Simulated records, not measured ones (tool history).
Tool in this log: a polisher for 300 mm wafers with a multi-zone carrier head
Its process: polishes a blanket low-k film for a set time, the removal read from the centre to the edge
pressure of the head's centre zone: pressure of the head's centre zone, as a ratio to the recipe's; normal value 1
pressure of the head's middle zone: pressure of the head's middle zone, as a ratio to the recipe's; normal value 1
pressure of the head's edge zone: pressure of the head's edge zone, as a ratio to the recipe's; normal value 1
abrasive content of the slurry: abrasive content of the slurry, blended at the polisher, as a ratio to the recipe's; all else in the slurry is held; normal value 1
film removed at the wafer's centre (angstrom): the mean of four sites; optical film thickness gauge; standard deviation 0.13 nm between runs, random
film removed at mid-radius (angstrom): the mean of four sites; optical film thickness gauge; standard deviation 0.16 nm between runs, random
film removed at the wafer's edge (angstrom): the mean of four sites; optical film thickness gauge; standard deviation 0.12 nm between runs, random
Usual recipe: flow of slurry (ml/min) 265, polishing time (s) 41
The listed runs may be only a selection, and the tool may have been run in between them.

| run | day | flow of slurry (ml/min) | pressure of the head's centre zone | pressure of the head's middle zone | pressure of the head's edge zone | abrasive content of the slurry | polishing time (s) | wafers since the last listed run | wafers polished on this pad | hours since the slurry nozzle was cleaned | hours since the centre zone pressure was calibrated | hours since the edge zone pressure was calibrated | hours since the carrier head's membrane was replaced | incoming thickness of the incoming film, nm | film removed at the wafer's centre (angstrom) | film removed at mid-radius (angstrom) | film removed at the wafer's edge (angstrom) |
|---|---|---|---|---|---|---|---|---|---|---|---|---|---|---|---|---|---|
| 1 | 0 | 265 | 1 | 1 | 1 | 1 | 41 | 0 | 410 | 771.8 | 746.7 | 235.3 | 658.9 | 531.6 | 161 | 162 | 168 |
| 2 | 0.483 | 265 | 1 | 1 | 1 | 1 | 41 | 147 | 558 | 783.4 | 758.3 | 246.9 | 670.5 | 541.3 | 160 | 164 | 166 |
| 3 | 0.738 | 265 | 1 | 1 | 1 | 1 | 41 | 77 | 635 | 789.5 | 764.4 | 253 | 676.6 | 550.2 | 159 | 160 | 168 |
| 4 | 1.208 | 265 | 1 | 1 | 1 | 1 | 41 | 143 | 779 | 800.8 | 775.7 | 264.3 | 687.9 | 532.8 | 156 | 161 | 166 |
| 5 | 1.754 | 265 | 1 | 1 | 1 | 1 | 41 | 166 | 946 | 813.9 | 788.8 | 277.4 | 701 | 542.7 | 158 | 162 | 166 |
|  | 2.362 | slurry nozzle cleaned |
| 6 | 2.383 | 265 | 1 | 1 | 1 | 1.1 | 41 | 179 | 1126 | 0.5 | 803.9 | 292.5 | 716.1 | 540.9 | 186 | 192 | 187 |
| 7 | 3.058 | 265 | 1 | 1 | 1 | 1 | 41 | 206 | 1332 | 16.7 | 820.1 | 308.7 | 732.3 | 531.3 | 177 | 178 | 179 |
| 8 | 3.625 | 265 | 1 | 1 | 1 | 1 | 41 | 173 | 1505 | 30.3 | 833.7 | 322.3 | 745.9 | 539.5 | 178 | 177 | 178 |
|  | 3.975 | worn pad replaced by a new one |
| 9 | 4.283 | 265 | 1.05 | 1 | 0.95 | 1 | 46 | 150 | 94 | 46.1 | 849.5 | 338.1 | 761.7 | 533.7 | 207 | 198 | 197 |
| 10 | 4.725 | 210 | 0.89 | 1 | 0.96 | 0.9 | 41 | 134 | 229 | 56.7 | 860.1 | 348.7 | 772.3 | 535.3 | 148 | 164 | 162 |
| 11 | 4.983 | 315 | 1 | 1 | 0.94 | 1 | 36 | 78 | 308 | 62.9 | 866.3 | 354.9 | 778.5 | 544.1 | 157 | 158 | 156 |
| 12 | 5.492 | 195 | 1.05 | 1 | 1 | 1 | 41 | 155 | 463 | 75.1 | 878.5 | 367.1 | 790.7 | 533.4 | 175 | 169 | 172 |
|  | 6.062 | centre zone pressure recalibrated |
|  | 6.212 | carrier head's membrane replaced by a new one |
| 13 | 6.233 | 265 | 0.89 | 1 | 1 | 1 | 47 | 155 | 619 | 92.9 | 4.1 | 384.9 | 0.5 | 538.7 | 185 | 204 | 203 |
| 14 | 6.442 | 265 | 1 | 1 | 1 | 1 | 41 | 63 | 682 | 97.9 | 9.1 | 389.9 | 5.5 | 529.1 | 177 | 177 | 177 |
| 15 | 6.767 | 265 | 1 | 1 | 1 | 1 | 51 | 99 | 782 | 105.7 | 16.9 | 397.7 | 13.3 | 534.7 | 219 | 224 | 224 |
| 16 | 7.046 | 240 | 1 | 1 | 1.04 | 0.75 | 41 | 85 | 867 | 112.4 | 23.6 | 404.4 | 20 | 547.6 | 148 | 151 | 155 |
|  | 7.283 | edge zone pressure recalibrated |
| 17 | 7.596 | 265 | 1 | 1 | 1 | 1 | 41 | 142 | 1010 | 125.6 | 36.8 | 7.5 | 33.2 | 547.7 | 176 | 177 | 179 |
| 18 | 8.196 | 265 | 1.11 | 1 | 1 | 1.2 | 41 | 183 | 1193 | 140 | 51.2 | 21.9 | 47.6 | 538.7 | 210 | 193 | 193 |
|  | 8.929 | worn pad replaced by a new one |
| 19 | 8.95 | 265 | 1.1 | 1.04 | 1 | 1 | 41 | 179 | 6 | 158.1 | 69.3 | 40 | 65.7 | 545.2 | 191 | 183 | 179 |
| 20 | 9.408 | 230 | 1 | 1 | 1 | 1 | 31 | 140 | 146 | 169.1 | 80.3 | 51 | 76.7 | 540 | 132 | 132 | 131 |
| 21 | 10.004 | 180 | 0.9 | 1 | 1 | 0.85 | 49 | 182 | 328 | 183.4 | 94.6 | 65.3 | 91 | 540.8 | 164 | 181 | 186 |
| 22 | 10.621 | 265 | 1 | 1 | 1 | 1 | 41 | 188 | 517 | 198.2 | 109.4 | 80.1 | 105.8 | 536.8 | 176 | 177 | 179 |

Entry by entry between the runs, the difference in hidden state between the last listed run before and the first listed run after:
Run 5 -> run 6: slurry nozzle cleaned (day 2.362)
  slurry flow missing at the pad, %: 45.6 -> 2.14
  measured value less the no-hidden-state value, film removed at the wafer's centre (angstrom): -21 -> +0; film removed at mid-radius (angstrom): -19 -> +0; film removed at the wafer's edge (angstrom): -14 -> +0
Run 8 -> run 9: worn pad replaced by a new one (day 3.975)
  slurry flow missing at the pad, %: 3.61 -> 4.4
  measured value less the no-hidden-state value, film removed at the wafer's centre (angstrom): -1 -> -2; film removed at mid-radius (angstrom): -1 -> -1; film removed at the wafer's edge (angstrom): -1 -> -1
Run 12 -> run 13: centre zone pressure recalibrated (day 6.062); carrier head's membrane replaced by a new one (day 6.212)
  slurry flow missing at the pad, %: 5.83 -> 6.71
  measured value less the no-hidden-state value, film removed at the wafer's centre (angstrom): -2 -> -2; film removed at mid-radius (angstrom): -2 -> -2; film removed at the wafer's edge (angstrom): -1 -> -2
Run 16 -> run 17: edge zone pressure recalibrated (day 7.283)
  slurry flow missing at the pad, %: 7.67 -> 8.33
  measured value less the no-hidden-state value, film removed at the wafer's centre (angstrom): -2 -> -2; film removed at mid-radius (angstrom): -1 -> -2; film removed at the wafer's edge (angstrom): -1 -> -2
Run 18 -> run 19: worn pad replaced by a new one (day 8.929)
  slurry flow missing at the pad, %: 9.04 -> 9.93
  measured value less the no-hidden-state value, film removed at the wafer's centre (angstrom): -3 -> -3; film removed at mid-radius (angstrom): -2 -> -3; film removed at the wafer's edge (angstrom): -2 -> -1
